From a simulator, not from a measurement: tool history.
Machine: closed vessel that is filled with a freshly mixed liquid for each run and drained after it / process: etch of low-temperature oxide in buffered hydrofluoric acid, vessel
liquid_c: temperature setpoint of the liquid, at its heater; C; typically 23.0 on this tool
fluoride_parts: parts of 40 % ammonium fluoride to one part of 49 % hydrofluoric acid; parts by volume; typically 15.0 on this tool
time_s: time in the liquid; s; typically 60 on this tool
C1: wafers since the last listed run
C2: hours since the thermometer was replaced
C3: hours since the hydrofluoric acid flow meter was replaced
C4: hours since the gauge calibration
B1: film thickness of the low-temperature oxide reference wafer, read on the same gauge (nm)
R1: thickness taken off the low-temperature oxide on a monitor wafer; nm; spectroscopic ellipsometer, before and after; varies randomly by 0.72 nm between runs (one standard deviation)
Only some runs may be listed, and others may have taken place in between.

run 1 hour=0.0 | liquid_c=20.5 fluoride_parts=15.0 time_s=60 | C1=0 C2=643.5 C3=1020.3 C4=716.0 | B1=120.00 | R1=57.89
run 2 hour=16.3 | liquid_c=23.0 fluoride_parts=18.5 time_s=60 | C1=1411 C2=659.8 C3=1036.6 C4=732.3 | B1=119.98 | R1=53.87
run 3 hour=32.1 | liquid_c=23.0 fluoride_parts=18.5 time_s=60 | C1=1368 C2=675.6 C3=1052.4 C4=748.1 | B1=119.96 | R1=53.86
-- hour=34.3 gauge calibrated
run 4 hour=44.7 | liquid_c=23.0 fluoride_parts=18.5 time_s=60 | C1=1091 C2=688.2 C3=1065.0 C4=10.4 | B1=120.04 | R1=54.21
run 5 hour=58.3 | liquid_c=23.0 fluoride_parts=15.0 time_s=60 | C1=1178 C2=701.8 C3=1078.6 C4=24.0 | B1=120.03 | R1=66.41
run 6 hour=70.9 | liquid_c=23.0 fluoride_parts=15.0 time_s=60 | C1=1091 C2=714.4 C3=1091.2 C4=36.6 | B1=120.02 | R1=66.38
run 7 hour=77.0 | liquid_c=23.0 fluoride_parts=15.0 time_s=60 | C1=528 C2=720.5 C3=1097.3 C4=42.7 | B1=119.98 | R1=65.89
run 8 hour=90.6 | liquid_c=21.0 fluoride_parts=12.0 time_s=35 | C1=1178 C2=734.1 C3=1110.9 C4=56.3 | B1=120.02 | R1=42.50
run 9 hour=107.6 | liquid_c=25.0 fluoride_parts=15.0 time_s=35 | C1=1472 C2=751.1 C3=1127.9 C4=73.3 | B1=119.99 | R1=43.19
run 10 hour=119.0 | liquid_c=23.0 fluoride_parts=15.0 time_s=60 | C1=987 C2=762.5 C3=1139.3 C4=84.7 | B1=120.03 | R1=66.48
run 11 hour=128.5 | liquid_c=23.0 fluoride_parts=18.5 time_s=60 | C1=822 C2=772.0 C3=1148.8 C4=94.2 | B1=119.97 | R1=53.52
run 12 hour=176.5 | liquid_c=19.5 fluoride_parts=17.0 time_s=75 | C1=4157 C2=820.0 C3=1196.8 C4=142.2 | B1=120.03 | R1=59.56
run 13 hour=192.0 | liquid_c=23.0 fluoride_parts=18.5 time_s=30 | C1=1342 C2=835.5 C3=1212.3 C4=157.7 | B1=119.96 | R1=26.73
run 14 hour=203.6 | liquid_c=26.0 fluoride_parts=21.0 time_s=90 | C1=1004 C2=847.1 C3=1223.9 C4=169.3 | B1=120.00 | R1=88.53
run 15 hour=211.7 | liquid_c=23.0 fluoride_parts=10.5 time_s=90 | C1=701 C2=855.2 C3=1232.0 C4=177.4 | B1=120.02 | R1=142.42
-- hour=217.6 hydrofluoric acid flow meter replaced
run 16 hour=225.8 | liquid_c=24.5 fluoride_parts=19.0 time_s=30 | C1=1134 C2=869.3 C3=8.2 C4=191.5 | B1=120.00 | R1=30.82
run 17 hour=234.1 | liquid_c=26.0 fluoride_parts=18.5 time_s=70 | C1=718 C2=877.6 C3=16.5 C4=199.8 | B1=119.99 | R1=78.38
run 18 hour=241.8 | liquid_c=23.0 fluoride_parts=15.0 time_s=60 | C1=666 C2=885.3 C3=24.2 C4=207.5 | B1=119.97 | R1=72.44
run 19 hour=253.4 | liquid_c=23.0 fluoride_parts=11.0 time_s=40 | C1=1004 C2=896.9 C3=35.8 C4=219.1 | B1=119.96 | R1=64.11
run 20 hour=262.2 | liquid_c=23.0 fluoride_parts=15.0 time_s=60 | C1=762 C2=905.7 C3=44.6 C4=227.9 | B1=119.99 | R1=70.93
-- hour=269.5 thermometer replaced
run 21 hour=277.2 | liquid_c=26.5 fluoride_parts=19.0 time_s=45 | C1=1212 C2=7.7 C3=59.6 C4=242.9 | B1=119.98 | R1=51.25
run 22 hour=292.1 | liquid_c=23.0 fluoride_parts=20.0 time_s=60 | C1=1290 C2=22.6 C3=74.5 C4=257.8 | B1=119.95 | R1=54.43
run 23 hour=302.5 | liquid_c=23.0 fluoride_parts=20.5 time_s=60 | C1=900 C2=33.0 C3=84.9 C4=268.2 | B1=119.99 | R1=52.62
run 24 hour=315.2 | liquid_c=23.0 fluoride_parts=15.0 time_s=60 | C1=1100 C2=45.7 C3=97.6 C4=280.9 | B1=120.00 | R1=71.18
run 25 hour=329.6 | liquid_c=23.0 fluoride_parts=15.0 time_s=60 | C1=1247 C2=60.1 C3=112.0 C4=295.3 | B1=120.03 | R1=70.50
run 26 hour=337.7 | liquid_c=26.5 fluoride_parts=15.0 time_s=45 | C1=701 C2=68.2 C3=120.1 C4=303.4 | B1=119.98 | R1=63.63
run 27 hour=352.5 | liquid_c=21.0 fluoride_parts=15.0 time_s=30 | C1=1281 C2=83.0 C3=134.9 C4=318.2 | B1=120.01 | R1=31.77
run 28 hour=363.0 | liquid_c=23.0 fluoride_parts=9.5 time_s=95 | C1=909 C2=93.5 C3=145.4 C4=328.7 | B1=120.02 | R1=175.05
run 29 hour=379.3 | liquid_c=25.0 fluoride_parts=9.5 time_s=80 | C1=1411 C2=109.8 C3=161.7 C4=345.0 | B1=120.04 | R1=164.49
run 30 hour=393.0 | liquid_c=25.5 fluoride_parts=18.5 time_s=35 | C1=1186 C2=123.5 C3=175.4 C4=358.7 | B1=120.00 | R1=38.04
run 31 hour=405.6 | liquid_c=23.0 fluoride_parts=15.0 time_s=35 | C1=1091 C2=136.1 C3=188.0 C4=371.3 | B1=119.99 | R1=41.22

Below are 5 alternative next runs, each starting from the tool's condition after run 31. Predict each:
run A hour=406.3 | liquid_c=23.0 fluoride_parts=13.0 time_s=60 | C1=60 C2=136.8 C3=188.7 C4=372.0 | B1=? | R1=?
run B hour=406.3 | liquid_c=24.5 fluoride_parts=15.0 time_s=60 | C1=60 C2=136.8 C3=188.7 C4=372.0 | B1=? | R1=?
run C hour=406.3 | liquid_c=20.0 fluoride_parts=11.5 time_s=85 | C1=60 C2=136.8 C3=188.7 C4=372.0 | B1=? | R1=?
run D hour=406.3 | liquid_c=18.0 fluoride_parts=12.5 time_s=75 | C1=60 C2=136.8 C3=188.7 C4=372.0 | B1=? | R1=?
run E hour=406.3 | liquid_c=23.0 fluoride_parts=11.0 time_s=80 | C1=60 C2=136.8 C3=188.7 C4=372.0 | B1=? | R1=?

run=A B1=120.00 R1=80.30
run=B B1=120.00 R1=75.74
run=C B1=120.00 R1=108.60
run=D B1=120.00 R1=78.89
run=E B1=120.00 R1=126.07
Without the tool's unlogged condition, the same runs would have read:
run=A R1=81.62
run=B R1=77.00
run=C R1=110.39
run=D R1=80.19
run=E R1=128.14
